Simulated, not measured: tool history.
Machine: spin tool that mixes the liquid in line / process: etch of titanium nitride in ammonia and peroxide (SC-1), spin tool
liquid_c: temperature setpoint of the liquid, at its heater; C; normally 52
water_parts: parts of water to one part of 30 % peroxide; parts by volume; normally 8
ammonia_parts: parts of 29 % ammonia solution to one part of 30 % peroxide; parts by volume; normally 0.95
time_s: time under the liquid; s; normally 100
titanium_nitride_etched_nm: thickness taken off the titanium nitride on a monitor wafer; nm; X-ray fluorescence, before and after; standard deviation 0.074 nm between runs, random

run,hour,liquid_c,water_parts,ammonia_parts,time_s,wafers since the last listed run,hours since the thermometer was replaced,hours since the ammonia flow meter was replaced,hours since the heated supply line was repaired,hours since the drum of ammonia solution was connected,hours since the gauge calibration,"read-back film thickness of the titanium nitride reference wafer, read on the same gauge (nm)",titanium_nitride_etched_nm
1,0,56.5,8,0.65,100,0,1715.2,1994.7,3642.5,49.1,435,128.57,14.27
2,21.1,56.5,8,0.65,100,237,1736.3,2015.8,3663.6,70.2,456.1,128.43,14.13
3,45.7,56.5,8,0.65,100,276,1760.9,2040.4,3688.2,94.8,480.7,128.24,14.2
4,69.5,52,8,0.75,100,267,1784.7,2064.2,3712,118.6,504.5,128.07,10.7
5,101.7,52,8,0.75,100,362,1816.9,2096.4,3744.2,150.8,536.7,127.86,10.43
6,172.7,52,8,0.75,100,799,1887.9,2167.4,3815.2,221.8,607.7,127.21,10.49
7,194.3,52,8,0.95,65,243,1909.5,2189,3836.8,243.4,629.3,127.04,7.05
# hour 206.7: thermometer replaced
8,215.8,52,8,0.95,100,230,9.1,2210.5,3858.3,264.9,650.8,126.8,11
9,239.1,52,8,0.95,100,262,32.4,2233.8,3881.6,288.2,674.1,126.61,10.88
# hour 248.9: gauge calibrated
10,251.6,52,8,0.95,100,140,44.9,2246.3,3894.1,300.7,2.7,129.61,11
11,277.3,52,8,0.95,100,289,70.6,2272,3919.8,326.4,28.4,129.62,11.16
# hour 289.4: new drum of ammonia solution connected
12,293.9,52,8,0.95,100,175,87.2,2288.6,3936.4,4.5,45,129.59,11.01
13,326.3,52,9,0.95,100,364,119.6,2321,3968.8,36.9,77.4,129.59,10.56
# hour 353.9: ammonia flow meter replaced
14,355.7,52,8,1.2,115,319,149,1.8,3998.2,66.3,106.8,129.56,13.31
# hour 380.9: heated supply line repaired
15,383.6,42.5,12,0.95,100,302,176.9,29.7,2.7,94.2,134.7,129.48,4.58
16,409.1,52,8,0.95,100,287,202.4,55.2,28.2,119.7,160.2,129.45,11.14
17,441.4,52,8,0.95,100,363,234.7,87.5,60.5,152,192.5,129.35,11.1
18,508.6,56,5,0.7,100,756,301.9,154.7,127.7,219.2,259.7,129.14,17.21
19,529.5,52,8,0.55,65,235,322.8,175.6,148.6,240.1,280.6,129.04,6.58
20,542.5,47.5,8,1.1,45,146,335.8,188.6,161.6,253.1,293.6,128.99,3.72
21,570.8,49.5,8,0.95,70,318,364.1,216.9,189.9,281.4,321.9,128.86,6.48
22,593.1,59.5,12,0.55,155,251,386.4,239.2,212.2,303.7,344.2,128.76,21.29
23,609.4,58.5,9.5,1.1,135,183,402.7,255.5,228.5,320,360.5,128.65,21.63
# hour 639: new drum of ammonia solution connected
24,639.5,52,8,0.95,100,327,432.8,285.6,258.6,0.5,390.6,128.49,11.14

Here are 3 independent what-if runs from the current tool condition. What would each one return?
A,639.9,52,8,0.95,100,4,433.2,286,259,0.9,391,?,?
B,639.9,58,5,1.15,150,4,433.2,286,259,0.9,391,?,?
C,639.9,52,8,0.95,145,4,433.2,286,259,0.9,391,?,?

run,"read-back film thickness of the titanium nitride reference wafer, read on the same gauge (nm)",titanium_nitride_etched_nm
A,128.49,11.12
B,128.49,31.69
C,128.49,16.12
The same runs, with their run-to-run variation unchanged, on a tool lacking any hidden condition would have given:
run,titanium_nitride_etched_nm
A,11.25
B,32.06
C,16.31

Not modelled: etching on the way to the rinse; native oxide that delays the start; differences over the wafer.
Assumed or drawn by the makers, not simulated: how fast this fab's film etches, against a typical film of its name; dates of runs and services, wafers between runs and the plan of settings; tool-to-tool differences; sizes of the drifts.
